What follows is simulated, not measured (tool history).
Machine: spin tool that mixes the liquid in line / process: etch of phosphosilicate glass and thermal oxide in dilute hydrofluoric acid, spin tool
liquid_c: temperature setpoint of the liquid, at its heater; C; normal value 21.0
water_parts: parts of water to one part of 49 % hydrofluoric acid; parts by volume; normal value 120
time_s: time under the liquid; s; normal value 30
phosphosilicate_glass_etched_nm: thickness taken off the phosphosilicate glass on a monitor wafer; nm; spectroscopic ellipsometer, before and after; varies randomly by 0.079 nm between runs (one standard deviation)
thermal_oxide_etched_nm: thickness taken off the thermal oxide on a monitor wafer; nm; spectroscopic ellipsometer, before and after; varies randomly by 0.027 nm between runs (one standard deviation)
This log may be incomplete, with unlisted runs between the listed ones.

run	hour	liquid_c	water_parts	time_s	read-back film thickness of the phosphosilicate glass reference wafer, read on the same gauge (nm)	read-back film thickness of the thermal oxide reference wafer, read on the same gauge (nm)	phosphosilicate_glass_etched_nm	thermal_oxide_etched_nm
1	0.0	21.0	85	35	88.04	97.799	31.52	1.878
2	68.8	21.0	85	35	87.81	97.578	31.36	1.915
# hour 152.2: thermometer replaced
3	168.2	21.0	85	35	87.49	97.206	31.02	1.807
4	257.4	24.5	120	30	87.18	96.870	20.83	1.243
5	300.0	21.0	120	30	87.03	96.717	18.11	1.082
6	372.0	21.0	120	30	86.82	96.445	18.07	1.106
7	422.6	21.0	120	30	86.62	96.197	17.93	1.073
8	490.7	21.0	120	30	86.34	95.917	17.98	1.069
9	541.1	17.5	120	30	86.12	95.673	15.51	0.975
# hour 586.1: gauge calibrated
10	598.8	23.5	150	20	89.86	99.875	10.63	0.646
11	686.1	23.5	120	30	89.85	99.829	20.55	1.212
12	753.3	21.0	140	30	89.85	99.807	15.67	0.959
# hour 757.6: thermometer replaced
# hour 829.4: hydrofluoric acid flow meter replaced
13	861.0	25.5	120	30	89.82	99.742	22.17	1.360
14	906.8	19.0	100	35	89.74	99.704	24.59	1.512
15	1014.6	21.0	120	30	89.65	99.608	18.66	1.092
16	1115.3	25.0	155	45	89.56	99.477	24.34	1.488
17	1159.9	22.5	140	15	89.54	99.443	8.26	0.496
18	1204.5	22.5	170	35	89.43	99.368	15.33	0.920
19	1288.7	23.0	160	15	89.28	99.232	7.18	0.429
# hour 1346.1: thermometer replaced
20	1378.5	17.0	155	30	89.15	99.060	11.76	0.705
21	1440.1	21.0	145	30	89.04	98.927	15.00	0.907
22	1545.5	19.0	100	35	88.82	98.691	24.21	1.443
23	1609.4	17.0	150	40	88.64	98.555	16.25	0.988
24	1690.4	21.0	120	20	88.52	98.361	12.16	0.737
25	1787.0	17.0	170	30	88.22	98.049	10.50	0.652
26	1876.4	21.0	120	30	87.99	97.771	18.20	1.139

Each row is a separate what-if for the run after 26, all from the same tool condition, not one after another. Results?
A	1876.8	21.0	120	30	?	?	?	?
B	1876.8	26.0	180	40	?	?	?	?
C	1876.8	22.5	120	30	?	?	?	?

run	read-back film thickness of the phosphosilicate glass reference wafer, read on the same gauge (nm)	read-back film thickness of the thermal oxide reference wafer, read on the same gauge (nm)	phosphosilicate_glass_etched_nm	thermal_oxide_etched_nm
A	88.00	97.776	18.26	1.117
B	88.00	97.776	18.38	1.124
C	88.00	97.776	19.39	1.186
Without the tool's unlogged condition, the same runs would have read:
run	phosphosilicate_glass_etched_nm	thermal_oxide_etched_nm
A	18.67	1.142
B	18.80	1.149
C	19.83	1.212
